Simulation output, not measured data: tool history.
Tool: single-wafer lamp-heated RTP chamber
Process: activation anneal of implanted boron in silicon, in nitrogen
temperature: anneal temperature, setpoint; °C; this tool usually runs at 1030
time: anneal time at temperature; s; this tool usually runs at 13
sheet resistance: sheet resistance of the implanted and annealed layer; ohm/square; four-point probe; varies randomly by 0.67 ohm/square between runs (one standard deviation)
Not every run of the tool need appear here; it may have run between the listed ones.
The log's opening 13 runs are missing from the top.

run   hour  temperature  time  wafers since the last listed run  wafers since the last pyrometer calibration  wafers since the reflector plate was cleaned  hours since the gauge calibration  read-back reference wafer on the same gauge, sheet resistance  sheet resistance
     194.5  -- reflector plate cleaned
 14    195         1021    13                               166                                         5400                                             5                              300.5                                                         365.81             452.6
 15  201.1         1021    13                                58                                         5458                                            63                              306.6                                                         365.75            452.98
 16  208.8         1040     7                                73                                         5531                                           136                              314.3                                                            366            454.02
 17  216.3         1001    13                                71                                         5603                                           208                              321.8                                                         366.25            456.51
 18  232.7         1038    13                               156                                         5759                                           365                              338.2                                                         366.37            453.23
 19  246.3         1022    18                               129                                         5889                                           494                              351.8                                                         366.61             453.4
 20  261.3         1030    13                               143                                         6032                                           638                              366.8                                                          366.8            453.11
     277.5  -- pyrometer window cleaned and pyrometer calibrated
 21    278         1008    10                                83                                            4                                           721                              383.5                                                         367.09            456.11
 22  282.1         1006     9                                39                                           43                                           760                              387.6                                                          367.1             459.3
 23  297.1         1009    16                               143                                          187                                           903                              402.6                                                         367.47            455.01
 24  307.9         1006     9                               103                                          290                                          1006                              413.4                                                         367.64             458.2
 25  346.2         1022    11                               365                                          655                                          1372                              451.7                                                         368.38            456.45
 26  359.9         1017    20                               130                                          786                                          1502                              465.4                                                         368.63            455.99
 27  372.2         1051    17                               117                                          904                                          1620                              477.7                                                         368.91            454.59
 28  392.7         1048    10                               195                                         1099                                          1815                              498.2                                                         369.41            456.71
 29  402.8         1014     8                                96                                         1196                                          1912                              508.3                                                         369.66            459.95
     402.8  -- gauge calibrated
 30  414.2         1030     8                               108                                         1304                                          2021                               11.4                                                         363.89            449.95
 31    431         1030     7                               160                                         1465                                          2181                               28.2                                                          363.9            450.86
 32  437.4         1049    15                                61                                         1526                                          2242                               34.6                                                         363.81            449.39
 33  445.5         1011    16                                77                                         1603                                          2319                               42.7                                                         363.96            450.97
 34  457.3         1045    11                               112                                         1716                                          2432                               54.5                                                         363.84            449.43
 35  472.4         1045    19                               144                                         1860                                          2576                               69.6                                                         363.83            449.46
 36    513         1030    13                               387                                         2248                                          2964                              110.2                                                         364.12            449.84
 37  529.1         1030    13                               153                                         2401                                          3118                              126.3                                                         364.14            451.51
 38  538.6         1052    13                                90                                         2492                                          3208                              135.8                                                          364.3            449.74

Forecast each of these 3 alternatives for the next run:
  A   539         1007    13                                 3                                         2496                                          3212                              136.2                                                              ?                 ?
  B   539         1041    15                                 3                                         2496                                          3212                              136.2                                                              ?                 ?
  C   539         1030    17                                 3                                         2496                                          3212                              136.2                                                              ?                 ?

run  read-back reference wafer on the same gauge, sheet resistance  sheet resistance
  A                                                         364.23            453.82
  B                                                         364.23            450.57
  C                                                         364.23            450.69
With the hidden condition removed and each run's random variation left untouched, the same runs would have given:
run  sheet resistance
  A             453.5
  B            450.26
  C            450.38
